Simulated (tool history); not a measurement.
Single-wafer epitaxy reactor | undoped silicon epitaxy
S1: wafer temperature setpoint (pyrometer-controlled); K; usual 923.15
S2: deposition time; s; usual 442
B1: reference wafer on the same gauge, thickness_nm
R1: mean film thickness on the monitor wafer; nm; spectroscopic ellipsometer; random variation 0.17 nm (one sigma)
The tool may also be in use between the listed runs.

| run | hour | S1 | S2 | B1 | R1 |
|---|---|---|---|---|---|
| 1 | 0.0 | 923.15 | 442 | 93.878 | 81.470 |
| 2 | 16.9 | 923.15 | 442 | 93.841 | 81.544 |
| 3 | 31.0 | 923.15 | 442 | 93.918 | 81.658 |
| 4 | 45.5 | 923.15 | 442 | 93.882 | 81.364 |
|  | 70.9 | gauge calibrated |
| 5 | 80.5 | 923.15 | 442 | 93.947 | 81.832 |
| 6 | 112.6 | 923.15 | 442 | 93.893 | 81.808 |
| 7 | 137.1 | 923.15 | 442 | 94.016 | 81.723 |
| 8 | 170.0 | 923.15 | 442 | 93.918 | 81.629 |
| 9 | 186.4 | 917.15 | 377 | 93.917 | 61.583 |
| 10 | 209.6 | 923.15 | 442 | 93.848 | 81.792 |
| 11 | 243.5 | 923.15 | 442 | 93.843 | 81.770 |
| 12 | 263.5 | 923.15 | 442 | 93.972 | 81.804 |
| 13 | 286.3 | 923.15 | 512 | 93.899 | 94.630 |
| 14 | 319.9 | 923.15 | 512 | 93.882 | 94.883 |
| 15 | 336.7 | 911.15 | 442 | 93.983 | 64.260 |
| 16 | 354.1 | 911.15 | 442 | 93.934 | 64.418 |
| 17 | 369.5 | 923.15 | 384 | 93.952 | 71.265 |
| 18 | 388.0 | 929.15 | 442 | 93.876 | 92.494 |
| 19 | 421.6 | 929.15 | 442 | 93.895 | 92.265 |
| 20 | 437.3 | 923.15 | 442 | 93.848 | 81.683 |
| 21 | 456.1 | 923.15 | 509 | 93.946 | 94.544 |
| 22 | 482.6 | 923.15 | 442 | 93.875 | 82.228 |
|  | 490.7 | pyrometer calibrated |
| 23 | 500.4 | 932.15 | 442 | 93.876 | 94.334 |
| 24 | 532.9 | 917.15 | 377 | 93.906 | 60.009 |
|  | 534.0 | gauge calibrated |
| 25 | 555.8 | 931.15 | 498 | 93.965 | 105.087 |
| 26 | 591.7 | 923.15 | 469 | 93.867 | 84.264 |
| 27 | 627.5 | 923.15 | 442 | 93.855 | 79.630 |
| 28 | 662.5 | 931.15 | 501 | 93.890 | 105.470 |
| 29 | 695.1 | 923.15 | 494 | 93.944 | 88.867 |
| 30 | 718.9 | 933.15 | 442 | 93.834 | 96.914 |
| 31 | 734.4 | 910.15 | 413 | 93.881 | 57.371 |
| 32 | 753.9 | 923.15 | 415 | 93.822 | 74.893 |
| 33 | 777.9 | 923.15 | 482 | 93.872 | 87.048 |
| 34 | 810.1 | 923.15 | 442 | 93.913 | 79.833 |
| 35 | 845.3 | 923.15 | 442 | 93.853 | 79.959 |
| 36 | 862.8 | 923.15 | 442 | 93.932 | 79.562 |
| 37 | 897.2 | 923.15 | 442 | 93.828 | 80.009 |
| 38 | 999.1 | 936.15 | 364 | 93.869 | 85.004 |

Hidden state or all else? Some run-to-run changes of R1, split into what the settings, what came in and random variation would give without the hidden state, and what is left for the hidden state (with any gauge scatter that isn't in both results):
The hidden state here: wafer temperature above the value expected at the setpoint (K); gauge reads high (%).
Run 14 -> 15: S1 923.15 -> 911.15, S2 512 -> 442. R1 -30.623 nm: hidden state -0.795, all else -29.828.
Run 17 -> 18: S1 923.15 -> 929.15, S2 384 -> 442. R1 +21.229 nm: hidden state +0.602, all else +20.627.
Run 22 -> 23: S1 923.15 -> 932.15, pyrometer calibrated. R1 +12.106 nm: hidden state -2.745, all else +14.851.
Run 23 -> 24: S1 932.15 -> 917.15, S2 442 -> 377. R1 -34.325 nm: hidden state +0.119, all else -34.444.
Run 24 -> 25: S1 917.15 -> 931.15, S2 377 -> 498, gauge calibrated. R1 +45.078 nm: hidden state -0.061, all else +45.139.
Run 30 -> 31: S1 933.15 -> 910.15, S2 442 -> 413. R1 -39.543 nm: hidden state -0.006, all else -39.537.

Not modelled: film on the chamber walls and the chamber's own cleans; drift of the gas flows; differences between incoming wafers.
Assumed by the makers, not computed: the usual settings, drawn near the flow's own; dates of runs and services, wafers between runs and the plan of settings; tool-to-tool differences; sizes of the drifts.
